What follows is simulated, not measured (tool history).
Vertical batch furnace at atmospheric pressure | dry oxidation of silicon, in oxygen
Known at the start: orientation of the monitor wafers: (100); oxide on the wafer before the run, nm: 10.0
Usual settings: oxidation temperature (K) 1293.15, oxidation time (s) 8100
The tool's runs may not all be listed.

| run | hour | oxidation temperature (K) | oxidation time (s) | read-back reference wafer on the same gauge, thickness | oxide thickness on the monitor wafer (Å) |
|---|---|---|---|---|---|
| 1 | 0.0 | 1293.15 | 11250 | 109.98 | 1243.8 |
| 2 | 27.6 | 1293.15 | 8100 | 110.06 | 999.9 |
| 3 | 43.3 | 1293.15 | 8100 | 110.02 | 993.6 |
| 4 | 67.3 | 1310.15 | 8100 | 110.02 | 1155.8 |
| 5 | 94.4 | 1310.15 | 8100 | 109.99 | 1157.0 |
| 6 | 127.1 | 1310.15 | 8100 | 109.98 | 1141.8 |
| 7 | 145.2 | 1300.15 | 8100 | 110.02 | 1056.3 |
| 8 | 175.7 | 1308.15 | 8100 | 110.03 | 1137.2 |
| 9 | 195.1 | 1274.15 | 6930 | 110.00 | 759.4 |
|  | 232.7 | thermocouples replaced and temperature profile calibrated |
|  | 233.2 | gauge calibrated |
|  | 253.7 | boat lift adjusted |
| 10 | 254.2 | 1270.15 | 5040 | 110.06 | 594.7 |
| 11 | 284.1 | 1270.15 | 5040 | 109.92 | 591.5 |
| 12 | 314.8 | 1276.15 | 9720 | 110.05 | 971.1 |
| 13 | 344.1 | 1276.15 | 12060 | 109.99 | 1122.0 |
| 14 | 413.6 | 1293.15 | 8100 | 110.04 | 1003.9 |
| 15 | 440.2 | 1285.15 | 5430 | 110.05 | 709.1 |

Forecast each of these 5 alternatives for the next run:
| A | 446.7 | 1293.15 | 8100 | ? | ? |
| B | 446.7 | 1270.15 | 6360 | ? | ? |
| C | 446.7 | 1276.15 | 10740 | ? | ? |
| D | 446.7 | 1306.15 | 11760 | ? | ? |
| E | 446.7 | 1309.15 | 9300 | ? | ? |

| run | read-back reference wafer on the same gauge, thickness | oxide thickness on the monitor wafer (Å) |
|---|---|---|
| A | 109.98 | 993.1 |
| B | 109.98 | 686.4 |
| C | 109.98 | 1031.0 |
| D | 109.98 | 1412.9 |
| E | 109.98 | 1242.8 |
Without the tool's hidden state the same runs would have given:
| run | oxide thickness on the monitor wafer (Å) |
|---|---|
| A | 993.1 |
| B | 686.4 |
| C | 1031.0 |
| D | 1412.9 |
| E | 1242.8 |
